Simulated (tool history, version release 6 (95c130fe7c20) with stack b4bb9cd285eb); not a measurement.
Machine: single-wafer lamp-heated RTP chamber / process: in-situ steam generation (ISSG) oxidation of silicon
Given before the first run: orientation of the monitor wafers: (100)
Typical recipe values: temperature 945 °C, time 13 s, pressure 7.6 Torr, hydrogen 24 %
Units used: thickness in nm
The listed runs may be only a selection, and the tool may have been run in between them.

run,hour,temperature,time,pressure,hydrogen,"read-back reference wafer on the same gauge, thickness",thickness
1,0.0,945,9,7.6,24,4.378,3.459
2,17.5,945,9,7.6,24,4.381,3.427
3,36.8,945,13,7.6,24,4.380,3.990
# hour 46.7: pyrometer window cleaned and pyrometer calibrated
4,68.5,945,13,7.6,24,4.384,3.882
5,82.0,945,13,7.6,24,4.379,3.880
6,100.5,952,13,7.6,31,4.380,4.252
7,132.0,952,13,7.6,31,4.380,4.278
8,144.9,952,13,7.6,31,4.376,4.257
9,171.0,945,13,7.6,24,4.378,3.966
# hour 188.5: pyrometer window cleaned and pyrometer calibrated
10,196.0,945,13,7.6,24,4.377,3.878
11,225.8,945,13,7.6,24,4.379,3.858
# hour 250.1: hydrogen flow controller replaced
12,253.7,945,13,7.6,24,4.379,3.879
13,286.1,945,13,7.6,24,4.378,3.896
14,300.9,945,13,7.6,24,4.382,3.953
# hour 312.3: gauge calibrated
15,324.2,945,13,7.6,24,4.378,3.930
16,345.2,945,13,7.6,24,4.383,3.957
# hour 358.0: pyrometer window cleaned and pyrometer calibrated
17,365.7,945,10,8.1,24,4.385,3.486
18,392.7,938,13,7.6,29,4.377,4.010
19,413.3,945,8,7.6,24,4.379,3.261
# hour 445.1: pressure gauge zeroed
20,445.6,945,9,6.9,32,4.377,3.751
21,463.4,945,10,8.1,24,4.381,3.565
22,494.5,936,13,7.6,28,4.378,4.028
23,517.6,945,13,8.0,19,4.381,3.751
# hour 535.0: pyrometer window cleaned and pyrometer calibrated
24,543.3,951,17,6.9,29,4.380,4.578
25,591.3,945,17,8.5,15,4.381,3.847
26,615.7,945,13,7.6,20,4.377,3.677
27,648.1,945,13,7.6,24,4.379,3.941

Forecast run 28:
28,677.9,945,13,6.9,24,?,?

{"run 28": {"read-back reference wafer on the same gauge, thickness": 4.381, "thickness": 3.922}}
Minus the tool's unlogged condition, the same run would have read thickness 3.829 nm.

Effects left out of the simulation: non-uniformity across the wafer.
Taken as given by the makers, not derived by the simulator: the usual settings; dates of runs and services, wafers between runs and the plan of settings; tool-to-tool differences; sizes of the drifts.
